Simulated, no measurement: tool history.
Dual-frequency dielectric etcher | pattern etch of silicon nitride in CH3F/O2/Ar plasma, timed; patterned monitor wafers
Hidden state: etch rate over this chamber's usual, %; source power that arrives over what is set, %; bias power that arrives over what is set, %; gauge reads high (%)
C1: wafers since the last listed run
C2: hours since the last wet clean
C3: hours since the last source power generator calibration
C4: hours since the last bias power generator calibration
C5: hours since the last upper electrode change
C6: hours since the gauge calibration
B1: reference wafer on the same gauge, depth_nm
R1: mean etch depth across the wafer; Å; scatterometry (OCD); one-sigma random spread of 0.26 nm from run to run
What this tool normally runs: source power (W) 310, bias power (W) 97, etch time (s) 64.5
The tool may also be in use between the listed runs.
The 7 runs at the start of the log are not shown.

Run 8, hour 89.7: usual settings; C1 66; C2 310.6; C3 2028.1; C4 1467; C5 4412; C6 425.9; B1 46.68. Result: R1 492.9 Å.
Run 9, hour 98.7: usual settings but source power (W) 290; C1 88; C2 319.6; C3 2037.1; C4 1476; C5 4421; C6 434.9; B1 46.7. Result: R1 482.3 Å.
Run 10, hour 106.1: usual settings but source power (W) 290; C1 72; C2 327; C3 2044.5; C4 1483.4; C5 4428.4; C6 442.3; B1 46.71. Result: R1 482 Å.
At hour 114.3: gauge calibrated.
Run 11, hour 117: usual settings but bias power (W) 82; C1 107; C2 337.9; C3 2055.4; C4 1494.3; C5 4439.3; C6 2.7; B1 46.67. Result: R1 458.1 Å.
Run 12, hour 127.4: usual settings but etch time (s) 59; C1 102; C2 348.3; C3 2065.8; C4 1504.7; C5 4449.7; C6 13.1; B1 46.7. Result: R1 459.7 Å.
Run 13, hour 134.3: usual settings but etch time (s) 59; C1 67; C2 355.2; C3 2072.7; C4 1511.6; C5 4456.6; C6 20; B1 46.62. Result: R1 457.6 Å.
Run 14, hour 145.2: usual settings but etch time (s) 59; C1 107; C2 366.1; C3 2083.6; C4 1522.5; C5 4467.5; C6 30.9; B1 46.72. Result: R1 456.1 Å.
At hour 180.9: upper electrode replaced.
Run 15, hour 181.4: usual settings but source power (W) 370; C1 119; C2 402.3; C3 2119.8; C4 1558.7; C5 0.5; C6 67.1; B1 46.7. Result: R1 547.7 Å.
Run 16, hour 181.8: usual settings but etch time (s) 52; C1 3; C2 402.7; C3 2120.2; C4 1559.1; C5 0.9; C6 67.5; B1 46.66. Result: R1 401.4 Å.
Run 17, hour 185.7: usual settings; C1 38; C2 406.6; C3 2124.1; C4 1563; C5 4.8; C6 71.4; B1 46.79. Result: R1 506.3 Å.
Run 18, hour 195.3: usual settings; C1 94; C2 416.2; C3 2133.7; C4 1572.6; C5 14.4; C6 81; B1 46.7. Result: R1 506.5 Å.
At hour 209.5: source power generator calibrated.
Run 19, hour 210: usual settings but bias power (W) 103, etch time (s) 71.5; C1 105; C2 430.9; C3 0.5; C4 1587.3; C5 29.1; C6 95.7; B1 46.7. Result: R1 575.9 Å.
At hour 220.8: bias power generator calibrated.
Run 20, hour 222.4: usual settings but source power (W) 350, bias power (W) 119; C1 82; C2 443.3; C3 12.9; C4 1.6; C5 41.5; C6 108.1; B1 46.75. Result: R1 594.4 Å.
Run 21, hour 235.1: usual settings but source power (W) 350, bias power (W) 119; C1 124; C2 456; C3 25.6; C4 14.3; C5 54.2; C6 120.8; B1 46.72. Result: R1 587.7 Å.
Run 22, hour 245.4: usual settings but source power (W) 240, bias power (W) 86, etch time (s) 51.5; C1 101; C2 466.3; C3 35.9; C4 24.6; C5 64.5; C6 131.1; B1 46.62. Result: R1 333.9 Å.
At hour 281.1: wet clean of the chamber.
Run 23, hour 281.6: usual settings but source power (W) 370, bias power (W) 103, etch time (s) 81.5; C1 119; C2 0.5; C3 72.1; C4 60.8; C5 100.7; C6 167.3; B1 46.67. Result: R1 688 Å.
Run 24, hour 281.9: usual settings but source power (W) 240, bias power (W) 73; C1 2; C2 0.8; C3 72.4; C4 61.1; C5 101; C6 167.6; B1 46.68. Result: R1 367.5 Å.
Run 25, hour 282.9: usual settings but source power (W) 240, bias power (W) 91; C1 9; C2 1.8; C3 73.4; C4 62.1; C5 102; C6 168.6; B1 46.73. Result: R1 415.9 Å.
Run 26, hour 297.7: usual settings; C1 145; C2 16.6; C3 88.2; C4 76.9; C5 116.8; C6 183.4; B1 46.63. Result: R1 490 Å.
Run 27, hour 305.3: usual settings but etch time (s) 52.5; C1 74; C2 24.2; C3 95.8; C4 84.5; C5 124.4; C6 191; B1 46.78. Result: R1 396.4 Å.
Run 28, hour 340.1: usual settings but source power (W) 350, bias power (W) 106, etch time (s) 48.5; C1 341; C2 59; C3 130.6; C4 119.3; C5 159.2; C6 225.8; B1 46.68. Result: R1 409 Å.
Run 29, hour 357.5: usual settings but bias power (W) 118; C1 170; C2 76.4; C3 148; C4 136.7; C5 176.6; C6 243.2; B1 46.67. Result: R1 540.7 Å.
Run 30, hour 366.1: usual settings but source power (W) 370, bias power (W) 113; C1 84; C2 85; C3 156.6; C4 145.3; C5 185.2; C6 251.8; B1 46.68. Result: R1 575.1 Å.
Run 31, hour 378.9: usual settings but source power (W) 350, bias power (W) 120, etch time (s) 53; C1 125; C2 97.8; C3 169.4; C4 158.1; C5 198; C6 264.6; B1 46.6. Result: R1 476.5 Å.

Each row is a separate what-if for the run after 31, all from the same tool condition, not one after another. Results?
Run A, hour 379.3: usual settings but source power (W) 380; C1 3; C2 98.2; C3 169.8; C4 158.5; C5 198.4; C6 265; B1 ?. Result: R1 ?.
Run B, hour 379.3: usual settings but source power (W) 360; C1 3; C2 98.2; C3 169.8; C4 158.5; C5 198.4; C6 265; B1 ?. Result: R1 ?.
Run C, hour 379.3: usual settings but bias power (W) 85; C1 3; C2 98.2; C3 169.8; C4 158.5; C5 198.4; C6 265; B1 ?. Result: R1 ?.

run     B1     R1
  A  46.75  540.6
  B  46.75  527.2
  C  46.75    459
With no hidden state in the tool, these same runs would have given:
run     R1
  A  534.3
  B  521.1
  C  453.7
